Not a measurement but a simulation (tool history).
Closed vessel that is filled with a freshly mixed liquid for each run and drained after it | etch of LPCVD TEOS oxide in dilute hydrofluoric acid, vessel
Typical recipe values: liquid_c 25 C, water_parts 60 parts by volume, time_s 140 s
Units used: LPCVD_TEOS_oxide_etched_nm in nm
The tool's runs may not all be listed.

run    hour  liquid_c  water_parts  time_s  wafers since the last listed run  hours since the thermometer was replaced  hours since the hydrofluoric acid flow meter was replaced  hours since the gauge calibration  read-back film thickness of the LPCVD TEOS oxide reference wafer, read on the same gauge (nm)  LPCVD_TEOS_oxide_etched_nm
  1       0        25           60     140                                 0                                    1855.6                                                      257.7                              100.4                                                                                          30.01                       46.37
  2      65        25           60     140                              4330                                    1920.6                                                      322.7                              165.4                                                                                             30                       46.98
  3   104.8        25           60     140                              2651                                    1960.4                                                      362.5                              205.2                                                                                          30.01                       46.75
  4   158.7        25           60     140                              3591                                    2014.3                                                      416.4                              259.1                                                                                          30.04                       46.48
  5   229.2        25           60     140                              4697                                    2084.8                                                      486.9                              329.6                                                                                          29.98                       46.69
  6   257.8        25           60     140                              1905                                    2113.4                                                      515.5                              358.2                                                                                          30.02                       46.09
  7     312        25           60     140                              3611                                    2167.6                                                      569.7                              412.4                                                                                          29.99                       46.37
  8   360.5        25           60     110                              3231                                    2216.1                                                      618.2                              460.9                                                                                             30                       36.72
      405.3  -- hydrofluoric acid flow meter replaced
  9   432.5        25           60     110                              4730                                    2288.1                                                       27.2                              532.9                                                                                          30.01                       36.45
 10   489.6        25           60     140                              3804                                    2345.2                                                       84.3                                590                                                                                          29.99                       46.98
 11   552.5        25           60     140                              4191                                    2408.1                                                      147.2                              652.9                                                                                          30.01                       46.68
 12   586.6        25           60     140                              2272                                    2442.2                                                      181.3                                687                                                                                             30                       46.98
 13   612.2        25           60     140                              1705                                    2467.8                                                      206.9                              712.6                                                                                          30.02                       46.85
 14   668.7        25           60     140                              3764                                    2524.3                                                      263.4                              769.1                                                                                          29.98                       45.97
        721  -- gauge calibrated
 15     729      21.5           75     170                              4017                                    2584.6                                                      323.7                                  8                                                                                          29.99                       38.35
 16   777.7        25           60     190                              3244                                    2633.3                                                      372.4                               56.7                                                                                          29.97                       63.01
 17   812.3      29.5           35     165                              2305                                    2667.9                                                        407                               91.3                                                                                          30.02                      116.49
 18   872.4        25           35     140                              4004                                      2728                                                      467.1                              151.4                                                                                             30                          83
      895.2  -- thermometer replaced
 19   975.8      21.5           60      80                              6822                                      80.6                                                      570.5                              254.8                                                                                          29.98                       22.93
 20  1030.5        25           60     195                              3644                                     135.3                                                      625.2                              309.5                                                                                          29.99                       65.14
 21  1094.3      26.5           60     210                              4251                                     199.1                                                        689                              373.3                                                                                          29.99                       74.95
 22  1155.7        21           60     140                              4091                                     260.5                                                      750.4                              434.7                                                                                          30.01                       39.71
 23    1207        20           45     105                              3418                                     311.8                                                      801.7                                486                                                                                             30                       38.27
     1209.6  -- hydrofluoric acid flow meter replaced
 24  1264.8        29           85     185                              3784                                     369.6                                                       55.2                              543.8                                                                                          29.96                       49.05

What the log doesn't show, run by run:
liquid colder than its thermometer reads (K): 0, the same for each run
hydrofluoric acid flow below the setpoint (%): 0, the same for each run
gauge reads high (%): 0, the same for each run

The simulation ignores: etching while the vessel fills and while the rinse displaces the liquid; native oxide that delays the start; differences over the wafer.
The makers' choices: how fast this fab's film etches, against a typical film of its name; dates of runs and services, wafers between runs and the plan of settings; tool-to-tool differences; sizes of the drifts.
